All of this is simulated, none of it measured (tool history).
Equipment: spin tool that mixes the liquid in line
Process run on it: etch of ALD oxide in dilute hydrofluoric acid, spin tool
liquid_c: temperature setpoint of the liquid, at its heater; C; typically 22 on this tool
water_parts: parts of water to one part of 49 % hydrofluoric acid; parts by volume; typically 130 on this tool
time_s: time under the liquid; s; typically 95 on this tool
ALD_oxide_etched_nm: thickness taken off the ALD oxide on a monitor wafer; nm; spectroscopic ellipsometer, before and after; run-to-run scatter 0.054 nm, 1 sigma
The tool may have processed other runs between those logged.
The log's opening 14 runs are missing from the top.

run   hour  liquid_c  water_parts  time_s  read-back film thickness of the ALD oxide reference wafer, read on the same gauge (nm)  ALD_oxide_etched_nm
     157.3  -- hydrofluoric acid flow meter replaced
     160.3  -- thermometer replaced
 15  170.8        22          130      95                                                                                   70.02                12.13
 16  185.9        22          185      95                                                                                   69.99                 8.13
     197.1  -- gauge calibrated
 17  197.3        22          130      95                                                                                      70                12.24
 18  213.1        22          175      55                                                                                   69.99                 5.04
 19    222      20.5          180      95                                                                                      70                 7.95
     248.5  -- hydrofluoric acid flow meter replaced, repeated, since the last time left the tool worse
 20  269.7        20          130      95                                                                                   69.99                 9.68
 21  279.3        22          130      95                                                                                   69.99                10.53
 22  293.5        22          155      65                                                                                   69.99                 5.87
 23    301        22          130      95                                                                                      70                10.51
 24  308.8        22          130      95                                                                                      70                10.41
 25  322.1      25.5          130      95                                                                                   70.02                12.08
 26  333.1        22          130     130                                                                                   69.99                 14.5
 27  343.9        24          105      50                                                                                      70                 7.59
 28  354.7        27          130      95                                                                                   70.01                12.72
 29  405.5        18          180      50                                                                                   69.98                 3.25
 30  414.3        22          130     145                                                                                   69.99                16.29
 31  420.6        22          130      60                                                                                      70                  6.6

Here are 3 independent what-if runs from the current tool condition. What would each one return?
  A   421        22          130      95                                                                                       ?                    ?
  B   421        27           95      95                                                                                       ?                    ?
  C   421      17.5          130      80                                                                                       ?                    ?

run  read-back film thickness of the ALD oxide reference wafer, read on the same gauge (nm)  ALD_oxide_etched_nm
  A                                                                                   69.99                10.64
  B                                                                                   69.99                18.48
  C                                                                                   69.99                 7.47
Take away the tool's hidden state, keep each run's random variation, and the runs would have read:
run  ALD_oxide_etched_nm
  A                10.44
  B                18.12
  C                 7.33
